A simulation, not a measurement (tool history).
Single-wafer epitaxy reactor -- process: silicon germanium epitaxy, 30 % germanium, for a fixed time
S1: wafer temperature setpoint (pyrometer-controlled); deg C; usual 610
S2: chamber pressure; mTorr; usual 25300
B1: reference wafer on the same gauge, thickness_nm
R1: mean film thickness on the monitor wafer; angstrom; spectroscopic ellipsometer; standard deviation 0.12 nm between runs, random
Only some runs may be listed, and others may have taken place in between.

Run 1, hour 0: usual settings but S1 621 deg C; B1 61.583. Result: R1 960.21 angstrom.
Run 2, hour 18.7: usual settings but S1 614 deg C; B1 61.599. Result: R1 861.67 angstrom.
Run 3, hour 45.7: usual settings but S1 614 deg C; B1 61.573. Result: R1 862.68 angstrom.
Run 4, hour 137.9: usual settings; B1 61.609. Result: R1 815.2 angstrom.
Run 5, hour 158.4: usual settings; B1 61.627. Result: R1 813.97 angstrom.
Run 6, hour 177: usual settings; B1 61.617. Result: R1 814.76 angstrom.
Run 7, hour 223: usual settings; B1 61.606. Result: R1 817.96 angstrom.
Run 8, hour 250.7: usual settings; B1 61.62. Result: R1 818.97 angstrom.
At hour 287.4: gauge calibrated.
At hour 297: pyrometer calibrated.
At hour 320.8: showerhead replaced.
At hour 331.7: capacitance manometer re-zeroed and calibrated.
Run 9, hour 340.6: usual settings but S1 619 deg C; B1 61.589. Result: R1 886.92 angstrom.
Run 10, hour 360.8: usual settings but S1 603 deg C, S2 30500 mTorr; B1 61.575. Result: R1 731.13 angstrom.
Run 11, hour 386.6: usual settings but S1 597 deg C, S2 20100 mTorr; B1 61.592. Result: R1 583.42 angstrom.
Run 12, hour 413.3: usual settings; B1 61.602. Result: R1 771.14 angstrom.
Run 13, hour 434.7: usual settings but S1 603 deg C, S2 21200 mTorr; B1 61.6. Result: R1 653.41 angstrom.
Run 14, hour 483.9: usual settings but S2 30300 mTorr; B1 61.591. Result: R1 817.85 angstrom.
Run 15, hour 499.4: usual settings but S2 28500 mTorr; B1 61.575. Result: R1 799.68 angstrom.

Here are 3 independent what-if runs from the current tool condition. What would each one return?
Run A, hour 499.8: usual settings but S1 601 deg C; B1 ?. Result: R1 ?.
Run B, hour 499.8: usual settings but S1 623 deg C, S2 27600 mTorr; B1 ?. Result: R1 ?.
Run C, hour 499.8: usual settings but S1 606 deg C; B1 ?. Result: R1 ?.

run      B1      R1
  A  61.644  666.94
  B  61.644  967.43
  C  61.644  722.18
Without the tool's unlogged condition, the same runs would have read:
run      R1
  A  663.21
  B  962.05
  C  718.15

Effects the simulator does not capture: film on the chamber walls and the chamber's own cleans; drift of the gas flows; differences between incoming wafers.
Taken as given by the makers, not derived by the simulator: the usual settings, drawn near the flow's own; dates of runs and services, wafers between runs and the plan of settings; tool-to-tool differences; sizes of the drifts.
